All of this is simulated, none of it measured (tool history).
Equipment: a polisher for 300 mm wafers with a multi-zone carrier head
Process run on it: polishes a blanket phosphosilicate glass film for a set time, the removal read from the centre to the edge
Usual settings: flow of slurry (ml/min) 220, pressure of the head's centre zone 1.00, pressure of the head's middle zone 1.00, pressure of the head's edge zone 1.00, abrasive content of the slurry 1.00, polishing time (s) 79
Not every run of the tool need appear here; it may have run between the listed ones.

| run | hour | flow of slurry (ml/min) | pressure of the head's centre zone | pressure of the head's middle zone | pressure of the head's edge zone | abrasive content of the slurry | polishing time (s) | wafers since the last listed run | wafers polished on this pad | hours since the slurry nozzle was cleaned | hours since the centre zone pressure was calibrated | hours since the edge zone pressure was calibrated | hours since the carrier head's membrane was replaced | incoming thickness of the incoming film, nm | film removed at the wafer's centre (nm) | film removed at mid-radius (nm) | film removed at the wafer's edge (nm) |
|---|---|---|---|---|---|---|---|---|---|---|---|---|---|---|---|---|---|
| 1 | 0.0 | 280 | 1.00 | 1.00 | 1.00 | 1.00 | 79 | 0 | 1178 | 48.6 | 102.0 | 999.2 | 1334.3 | 3804.2 | 813.3 | 761.4 | 759.2 |
| 2 | 17.4 | 280 | 1.00 | 1.00 | 1.00 | 1.00 | 79 | 132 | 1310 | 66.0 | 119.4 | 1016.6 | 1351.7 | 3797.7 | 814.2 | 758.8 | 765.9 |
|  | 29.1 | worn pad replaced by a new one |
| 3 | 41.9 | 250 | 1.09 | 1.00 | 1.00 | 1.00 | 79 | 155 | 97 | 90.5 | 143.9 | 1041.1 | 1376.2 | 3831.3 | 878.2 | 734.8 | 746.1 |
| 4 | 56.3 | 220 | 1.00 | 1.03 | 1.00 | 1.00 | 79 | 109 | 206 | 104.9 | 158.3 | 1055.5 | 1390.6 | 3820.0 | 793.9 | 760.6 | 748.5 |
| 5 | 76.6 | 185 | 1.00 | 0.94 | 1.00 | 1.00 | 60 | 154 | 361 | 125.2 | 178.6 | 1075.8 | 1410.9 | 3870.7 | 592.4 | 526.1 | 556.1 |
| 6 | 93.8 | 220 | 0.91 | 1.00 | 1.00 | 1.00 | 67 | 130 | 491 | 142.4 | 195.8 | 1093.0 | 1428.1 | 3833.5 | 631.9 | 613.4 | 630.0 |
| 7 | 110.4 | 220 | 1.00 | 1.00 | 1.00 | 1.00 | 57 | 126 | 618 | 159.0 | 212.4 | 1109.6 | 1444.7 | 3767.7 | 592.5 | 539.9 | 533.4 |
|  | 142.7 | carrier head's membrane replaced by a new one |
| 8 | 143.2 | 175 | 1.00 | 1.00 | 1.00 | 1.00 | 79 | 211 | 829 | 191.8 | 245.2 | 1142.4 | 0.5 | 3784.2 | 778.7 | 721.4 | 723.8 |
| 9 | 164.3 | 220 | 1.00 | 1.00 | 1.00 | 1.00 | 79 | 160 | 990 | 212.9 | 266.3 | 1163.5 | 21.6 | 3786.7 | 814.2 | 737.0 | 747.3 |
| 10 | 178.4 | 260 | 1.00 | 1.08 | 1.00 | 1.00 | 79 | 107 | 1097 | 227.0 | 280.4 | 1177.6 | 35.7 | 3830.5 | 827.9 | 821.7 | 755.3 |
| 11 | 214.3 | 220 | 1.00 | 1.00 | 1.00 | 1.00 | 79 | 273 | 1370 | 262.9 | 316.3 | 1213.5 | 71.6 | 3870.2 | 815.6 | 744.4 | 750.5 |
|  | 241.9 | worn pad replaced by a new one |
| 12 | 242.4 | 220 | 1.00 | 1.00 | 1.00 | 1.00 | 79 | 183 | 3 | 291.0 | 344.4 | 1241.6 | 99.7 | 3827.5 | 824.3 | 745.6 | 750.7 |
|  | 247.1 | edge zone pressure recalibrated |
| 13 | 271.8 | 220 | 1.00 | 1.00 | 1.00 | 1.00 | 79 | 208 | 212 | 320.4 | 373.8 | 24.7 | 129.1 | 3819.4 | 820.3 | 738.2 | 746.6 |
| 14 | 298.0 | 220 | 1.00 | 1.00 | 1.00 | 0.90 | 79 | 199 | 411 | 346.6 | 400.0 | 50.9 | 155.3 | 3768.6 | 770.0 | 705.5 | 707.3 |
| 15 | 319.4 | 180 | 1.00 | 1.08 | 1.06 | 1.00 | 79 | 162 | 574 | 368.0 | 421.4 | 72.3 | 176.7 | 3835.7 | 799.6 | 773.0 | 747.3 |
| 16 | 344.1 | 220 | 0.89 | 1.00 | 1.05 | 1.00 | 97 | 187 | 762 | 392.7 | 446.1 | 97.0 | 201.4 | 3849.3 | 898.0 | 918.6 | 921.3 |
|  | 397.9 | centre zone pressure recalibrated |
|  | 401.3 | slurry nozzle cleaned |
| 17 | 424.6 | 220 | 1.09 | 1.00 | 1.09 | 0.85 | 90 | 589 | 1352 | 23.3 | 26.7 | 177.5 | 281.9 | 3862.3 | 853.7 | 782.7 | 813.1 |
|  | 447.3 | worn pad replaced by a new one |
| 18 | 458.2 | 160 | 1.00 | 1.00 | 1.00 | 1.00 | 52 | 225 | 83 | 56.9 | 60.3 | 211.1 | 315.5 | 3901.7 | 476.0 | 483.2 | 476.9 |
| 19 | 475.9 | 165 | 1.00 | 1.00 | 1.00 | 1.00 | 79 | 134 | 217 | 74.6 | 78.0 | 228.8 | 333.2 | 3840.1 | 723.0 | 710.9 | 719.9 |
| 20 | 507.4 | 220 | 0.93 | 1.00 | 1.00 | 0.80 | 79 | 239 | 457 | 106.1 | 109.5 | 260.3 | 364.7 | 3796.7 | 638.5 | 686.1 | 665.8 |
| 21 | 531.9 | 180 | 1.00 | 0.95 | 1.00 | 1.00 | 95 | 186 | 643 | 130.6 | 134.0 | 284.8 | 389.2 | 3806.7 | 904.3 | 837.6 | 880.8 |

Describe how what the log doesn't record of the tool's condition differs between the last listed run preceding each entry between runs and the first listed run following it.
Logged between run 2 and run 3: worn pad replaced by a new one (hour 29.1)
  deviation of the centre zone's pressure from its setpoint, %: 5.83 -> 6.56
  the result without the hidden state subtracted from the measured one, film removed at the wafer's centre (nm): +45.2 -> +54.0
Logged between run 7 and run 8: carrier head's membrane replaced by a new one (hour 142.7)
  deviation of the centre zone's pressure from its setpoint, %: 8.08 -> 8.6
  the result without the hidden state subtracted from the measured one, film removed at the wafer's centre (nm): +44.6 -> +62.2
Logged between run 11 and run 12: worn pad replaced by a new one (hour 241.9)
  deviation of the centre zone's pressure from its setpoint, %: 9.43 -> 9.66
  the result without the hidden state subtracted from the measured one, film removed at the wafer's centre (nm): +70.8 -> +73.1
Logged between run 12 and run 13: edge zone pressure recalibrated (hour 247.1)
  deviation of the centre zone's pressure from its setpoint, %: 9.66 -> 9.87
  the result without the hidden state subtracted from the measured one, film removed at the wafer's centre (nm): +73.1 -> +74.2
Logged between run 16 and run 17: centre zone pressure recalibrated (hour 397.9); slurry nozzle cleaned (hour 401.3)
  deviation of the centre zone's pressure from its setpoint, %: 10.2 -> 0.00487
  the result without the hidden state subtracted from the measured one, film removed at the wafer's centre (nm): +84.8 -> +0.1
Logged between run 17 and run 18: worn pad replaced by a new one (hour 447.3)
  deviation of the centre zone's pressure from its setpoint, %: 0.00487 -> 1.75
  the result without the hidden state subtracted from the measured one, film removed at the wafer's centre (nm): +0.1 -> +8.2
